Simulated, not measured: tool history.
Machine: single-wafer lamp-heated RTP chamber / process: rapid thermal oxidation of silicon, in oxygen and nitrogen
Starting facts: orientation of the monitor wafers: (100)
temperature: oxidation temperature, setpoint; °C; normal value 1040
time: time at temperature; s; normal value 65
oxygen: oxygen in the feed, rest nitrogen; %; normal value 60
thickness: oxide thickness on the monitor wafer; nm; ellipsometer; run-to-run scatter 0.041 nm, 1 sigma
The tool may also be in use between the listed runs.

run	hour	temperature	time	oxygen	read-back reference wafer on the same gauge, thickness	thickness
1	0	1040	65	60	5.659	6.977
2	23.2	1040	65	60	5.659	7.092
3	49.9	1040	65	60	5.663	7.118
4	69.1	1040	65	60	5.659	7.244
5	84	1040	65	60	5.667	7.178
6	106.4	1040	65	60	5.662	7.219
7	130.6	1040	65	60	5.66	7.31
8	164.3	1040	65	60	5.66	7.411
# hour 177.2: pyrometer window cleaned and pyrometer calibrated
9	187.4	1040	65	49	5.657	6.582
10	202.7	1040	65	60	5.648	7.078
11	218.4	1040	65	60	5.656	7.03
12	252.6	1040	65	60	5.656	7.055
13	282.4	1040	90	60	5.657	8.243
14	375.5	1040	90	60	5.656	8.66
# hour 392: pyrometer window cleaned and pyrometer calibrated
15	392.5	1040	90	60	5.648	8.078
16	417.4	1040	65	60	5.655	6.975
17	450.4	1040	65	60	5.663	6.982
18	464	1040	65	60	5.652	6.98
19	500	1068	85	76	5.651	10.533
# hour 529.6: gauge calibrated
20	534.2	1040	65	70	5.669	7.527
21	553	1029	65	49	5.656	6.203
22	571.3	1057	34	37	5.665	5.192
# hour 589.3: pyrometer window cleaned and pyrometer calibrated
23	589.8	1040	65	60	5.665	6.96
24	619.7	1040	65	60	5.659	6.985
25	634	1040	65	37	5.662	5.977
# hour 647.3: oxygen flow controller replaced
26	666.8	1011	65	31	5.668	4.569
27	687.7	1040	45	60	5.661	6.064
28	784.8	1040	90	60	5.669	8.51
# hour 797.1: pyrometer window cleaned and pyrometer calibrated
29	816.5	1040	65	60	5.656	6.944
30	846	1020	39	38	5.657	4.175
31	875.7	1040	65	60	5.669	7.008
32	901	1026	65	72	5.664	6.753
33	914	1062	38	89	5.667	7.464
34	948.2	1040	49	51	5.662	5.928
35	975.9	1040	65	60	5.665	7.243
36	993.7	1040	44	44	5.654	5.529
37	1017.6	1062	46	70	5.665	7.788

For each run, what was the tool's unlogged condition?
deviation of the oxygen flow from its setpoint, %: 0, the same for each run
gauge reads high (%): 0, the same for each run
H1: true wafer temperature minus pyrometer reading, K
run	H1
1	1.38
2	2.07
3	3.11
4	4.02
5	4.83
6	6.19
7	7.87
8	10.6
9	2.06
10	2.17
11	2.36
12	3.1
13	4.1
14	9.36
15	0.614
16	0.734
17	1.25
18	1.58
19	2.78
20	4.37
21	5.43
22	6.59
23	0.77
24	0.942
25	1.14
26	1.89
27	2.57
28	7.88
29	0.36
30	0.734
31	1.44
32	2.3
33	2.83
34	4.53
35	6.23
36	7.48
37	9.33

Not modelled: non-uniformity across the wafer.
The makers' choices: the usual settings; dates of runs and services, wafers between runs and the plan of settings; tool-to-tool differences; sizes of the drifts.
